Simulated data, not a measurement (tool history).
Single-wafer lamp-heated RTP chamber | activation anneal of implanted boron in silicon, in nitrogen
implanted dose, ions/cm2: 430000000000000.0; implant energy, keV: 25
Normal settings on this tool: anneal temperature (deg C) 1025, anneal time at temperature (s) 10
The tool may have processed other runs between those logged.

run   hour  anneal temperature (deg C)  anneal time at temperature (s)  read-back reference wafer on the same gauge, sheet resistance  sheet resistance of the implanted and annealed layer (ohm/square)
  1      0                        1025                              10                                                         224.97                                                             230.47
  2   20.1                        1025                              13                                                         224.95                                                             230.16
  3     36                        1025                              13                                                         224.97                                                             230.02
  4   65.2                        1025                              13                                                         225.07                                                             230.21
  5   97.6                        1025                              10                                                         225.01                                                             230.14
     105.8  -- pyrometer window cleaned and pyrometer calibrated
  6  131.3                        1048                              10                                                         224.98                                                             227.84
  7  148.5                        1048                              10                                                         224.96                                                                228
  8  174.6                        1048                              10                                                         224.93                                                             227.68
  9  200.7                        1025                              10                                                         224.91                                                             229.61
 10  225.5                        1025                               8                                                         224.99                                                             230.27
 11  250.8                        1025                               8                                                         225.01                                                             230.12
 12  275.8                        1025                              10                                                         225.02                                                             229.31
 13  292.4                        1025                               7                                                         225.02                                                             229.79
     316.4  -- pyrometer window cleaned and pyrometer calibrated, repeated, since the last time left the tool worse
 14  325.6                        1025                              10                                                         224.99                                                             230.88
 15  342.5                        1035                               5                                                         225.03                                                             231.54
 16  358.4                        1038                              14                                                         225.02                                                             229.01
 17  394.3                         995                               6                                                         225.01                                                                242
 18  415.4                        1050                               8                                                         225.01                                                             228.49
     438.5  -- reflector plate cleaned
 19  444.6                        1039                              15                                                            225                                                             228.88
 20  478.1                        1042                              14                                                         224.98                                                             228.15
 21  490.7                        1017                              15                                                         224.98                                                             230.43
 22  510.6                        1025                              16                                                         224.96                                                             229.42
     538.3  -- gauge calibrated
 23  543.9                        1007                              10                                                         225.02                                                             233.09
     560.9  -- pyrometer window cleaned and pyrometer calibrated
 24    575                         998                               5                                                         225.05                                                             241.76
 25    594                        1025                              10                                                            225                                                             231.01
 26  607.8                         999                              14                                                         225.04                                                             237.15
 27  620.8                        1015                               4                                                         224.97                                                             235.26
 28  652.6                        1044                              14                                                         224.98                                                             228.05
 29  677.1                        1004                               6                                                         224.95                                                             237.43
     765.6  -- pyrometer window cleaned and pyrometer calibrated
 30  778.7                        1025                              10                                                         225.03                                                             231.29
 31  809.2                         999                              15                                                         225.04                                                             235.78
 32  822.8                        1001                              10                                                         225.09                                                             237.14
 33  843.2                        1025                              10                                                         225.04                                                             231.19
 34  856.9                        1002                              12                                                         224.95                                                             235.51
 35  880.1                        1025                              10                                                         224.99                                                             230.86
 36  909.1                        1025                              10                                                         224.98                                                              231.4

Below are 5 alternative next runs, each starting from the tool's condition after run 36. Predict each:
  A  909.5                        1011                              10                                                              ?                                                                  ?
  B  909.5                        1035                              10                                                              ?                                                                  ?
  C  909.5                        1007                               7                                                              ?                                                                  ?
  D  909.5                        1036                              10                                                              ?                                                                  ?
  E  909.5                        1037                              10                                                              ?                                                                  ?

run  read-back reference wafer on the same gauge, sheet resistance  sheet resistance of the implanted and annealed layer (ohm/square)
  A                                                         225.02                                                             233.89
  B                                                         225.02                                                             230.34
  C                                                         225.02                                                             236.12
  D                                                         225.02                                                             230.25
  E                                                         225.02                                                             230.17
Take away the tool's hidden state, keep each run's random variation, and the runs would have read:
run  sheet resistance of the implanted and annealed layer (ohm/square)
  A                                                             234.78
  B                                                             230.68
  C                                                             237.34
  D                                                             230.58
  E                                                             230.48

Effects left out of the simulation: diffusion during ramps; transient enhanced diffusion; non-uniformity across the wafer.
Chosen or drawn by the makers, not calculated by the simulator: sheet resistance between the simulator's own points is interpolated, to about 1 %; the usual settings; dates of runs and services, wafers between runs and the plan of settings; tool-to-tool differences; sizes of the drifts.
